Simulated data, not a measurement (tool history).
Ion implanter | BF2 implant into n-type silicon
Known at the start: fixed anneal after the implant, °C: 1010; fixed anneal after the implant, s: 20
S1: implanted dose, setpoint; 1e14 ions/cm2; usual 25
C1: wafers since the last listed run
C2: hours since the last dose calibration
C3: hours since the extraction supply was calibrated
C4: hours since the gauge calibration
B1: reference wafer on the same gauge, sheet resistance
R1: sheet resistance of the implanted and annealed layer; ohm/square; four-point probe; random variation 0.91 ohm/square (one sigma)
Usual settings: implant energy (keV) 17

Run 1, hour 0: usual settings; C1 0; C2 359.2; C3 2475.1; C4 1743.4; B1 167.12. Result: R1 157.23 ohm/square.
At hour 43.8: gauge calibrated.
Run 2, hour 59.4: usual settings; C1 1071; C2 418.6; C3 2534.5; C4 15.6; B1 167.05. Result: R1 159.07 ohm/square.
Run 3, hour 120.5: usual settings but S1 22.41 1e14 ions/cm2; C1 1102; C2 479.7; C3 2595.6; C4 76.7; B1 167.07. Result: R1 159.39 ohm/square.
Run 4, hour 189.3: usual settings but S1 22.41 1e14 ions/cm2; C1 1241; C2 548.5; C3 2664.4; C4 145.5; B1 166.79. Result: R1 160.14 ohm/square.
Run 5, hour 232.7: usual settings but S1 22.41 1e14 ions/cm2; C1 783; C2 591.9; C3 2707.8; C4 188.9; B1 166.67. Result: R1 161.25 ohm/square.
Run 6, hour 283: usual settings; C1 907; C2 642.2; C3 2758.1; C4 239.2; B1 166.95. Result: R1 160.85 ohm/square.
Run 7, hour 319.8: usual settings but S1 20.34 1e14 ions/cm2; C1 664; C2 679; C3 2794.9; C4 276; B1 166.65. Result: R1 161.58 ohm/square.
Run 8, hour 372.1: usual settings but S1 20.34 1e14 ions/cm2; C1 943; C2 731.3; C3 2847.2; C4 328.3; B1 166.83. Result: R1 162.99 ohm/square.
Run 9, hour 409.9: usual settings but S1 20.34 1e14 ions/cm2; C1 682; C2 769.1; C3 2885; C4 366.1; B1 166.91. Result: R1 160.77 ohm/square.
Run 10, hour 444.1: usual settings; C1 617; C2 803.3; C3 2919.2; C4 400.3; B1 167.07. Result: R1 159.3 ohm/square.
Run 11, hour 492: usual settings; C1 864; C2 851.2; C3 2967.1; C4 448.2; B1 167.16. Result: R1 158.35 ohm/square.
At hour 540.2: Faraday cup replaced and dose calibrated.
Run 12, hour 552.6: usual settings; C1 949; C2 12.4; C3 3027.7; C4 508.8; B1 167.14. Result: R1 159.75 ohm/square.
Run 13, hour 582.6: usual settings but S1 29.38 1e14 ions/cm2; C1 541; C2 42.4; C3 3057.7; C4 538.8; B1 166.97. Result: R1 157.74 ohm/square.
Run 14, hour 639.7: usual settings but S1 19.78 1e14 ions/cm2, implant energy (keV) 12; C1 1030; C2 99.5; C3 3114.8; C4 595.9; B1 167.07. Result: R1 182.53 ohm/square.
Run 15, hour 672.2: usual settings but S1 19.8 1e14 ions/cm2, implant energy (keV) 14.5; C1 586; C2 132; C3 3147.3; C4 628.4; B1 167.15. Result: R1 172.27 ohm/square.
Run 16, hour 717: usual settings but S1 22.21 1e14 ions/cm2, implant energy (keV) 15; C1 808; C2 176.8; C3 3192.1; C4 673.2; B1 166.88. Result: R1 167.5 ohm/square.
Run 17, hour 759.9: usual settings; C1 774; C2 219.7; C3 3235; C4 716.1; B1 166.99. Result: R1 158.58 ohm/square.
At hour 807: extraction supply calibrated.
Run 18, hour 813.3: usual settings; C1 819; C2 273.1; C3 6.3; C4 769.5; B1 167.27. Result: R1 157.42 ohm/square.
Run 19, hour 856.1: usual settings; C1 772; C2 315.9; C3 49.1; C4 812.3; B1 167.1. Result: R1 159.79 ohm/square.
Run 20, hour 918.3: usual settings but S1 18.99 1e14 ions/cm2, implant energy (keV) 20.5; C1 1122; C2 378.1; C3 111.3; C4 874.5; B1 166.93. Result: R1 150.04 ohm/square.
Run 21, hour 979: usual settings but S1 20.67 1e14 ions/cm2, implant energy (keV) 23; C1 1095; C2 438.8; C3 172; C4 935.2; B1 167.06. Result: R1 140.7 ohm/square.
Run 22, hour 1030.8: usual settings but S1 28.53 1e14 ions/cm2; C1 934; C2 490.6; C3 223.8; C4 987; B1 166.69. Result: R1 158.39 ohm/square.
Run 23, hour 1108: usual settings but S1 22.75 1e14 ions/cm2, implant energy (keV) 20; C1 1393; C2 567.8; C3 301; C4 1064.2; B1 167.09. Result: R1 149.95 ohm/square.
Run 24, hour 1151.6: usual settings; C1 786; C2 611.4; C3 344.6; C4 1107.8; B1 166.9. Result: R1 157.45 ohm/square.
Run 25, hour 1220.3: usual settings but S1 19.13 1e14 ions/cm2, implant energy (keV) 21.5; C1 1239; C2 680.1; C3 413.3; C4 1176.5; B1 166.96. Result: R1 147.22 ohm/square.
Run 26, hour 1250.3: usual settings but S1 29.84 1e14 ions/cm2, implant energy (keV) 15.5; C1 541; C2 710.1; C3 443.3; C4 1206.5; B1 167.25. Result: R1 163.83 ohm/square.
At hour 1304.4: Faraday cup replaced and dose calibrated.
Run 27, hour 1316.1: usual settings but S1 29.17 1e14 ions/cm2, implant energy (keV) 19.5; C1 1043; C2 11.7; C3 509.1; C4 1272.3; B1 166.79. Result: R1 149.75 ohm/square.
Run 28, hour 1360.5: usual settings but implant energy (keV) 19; C1 801; C2 56.1; C3 553.5; C4 1316.7; B1 167.1. Result: R1 153.36 ohm/square.
Run 29, hour 1412.6: usual settings but S1 19.07 1e14 ions/cm2, implant energy (keV) 13.5; C1 940; C2 108.2; C3 605.6; C4 1368.8; B1 166.95. Result: R1 176.3 ohm/square.
At hour 1440.5: gauge calibrated.
Run 30, hour 1449: usual settings; C1 656; C2 144.6; C3 642; C4 8.5; B1 166.82. Result: R1 159.64 ohm/square.
Run 31, hour 1489.1: usual settings but S1 28.65 1e14 ions/cm2, implant energy (keV) 19; C1 723; C2 184.7; C3 682.1; C4 48.6; B1 166.92. Result: R1 150.53 ohm/square.
Run 32, hour 1538.3: usual settings but implant energy (keV) 13.5; C1 887; C2 233.9; C3 731.3; C4 97.8; B1 166.89. Result: R1 172.45 ohm/square.
Run 33, hour 1577.4: usual settings but S1 31.99 1e14 ions/cm2; C1 705; C2 273; C3 770.4; C4 136.9; B1 167.19. Result: R1 157.05 ohm/square.
Run 34, hour 1610: usual settings but S1 18.72 1e14 ions/cm2, implant energy (keV) 21.5; C1 588; C2 305.6; C3 803; C4 169.5; B1 167.05. Result: R1 147.51 ohm/square.
Run 35, hour 1664.6: usual settings; C1 985; C2 360.2; C3 857.6; C4 224.1; B1 167.08. Result: R1 158.91 ohm/square.
Run 36, hour 1708.3: usual settings but S1 17.58 1e14 ions/cm2; C1 788; C2 403.9; C3 901.3; C4 267.8; B1 166.93. Result: R1 165.56 ohm/square.

Hidden state at the last listed run before each entry between runs and at the first one after, where it differs:
Between runs 1 and 2: gauge calibrated (hour 43.8)
  no hidden state differs between the two runs
Between runs 11 and 12: Faraday cup replaced and dose calibrated (hour 540.2)
  no hidden state differs between the two runs
Between runs 17 and 18: extraction supply calibrated (hour 807)
  no hidden state differs between the two runs
Between runs 26 and 27: Faraday cup replaced and dose calibrated (hour 1304.4)
  no hidden state differs between the two runs
Between runs 29 and 30: gauge calibrated (hour 1440.5)
  no hidden state differs between the two runs
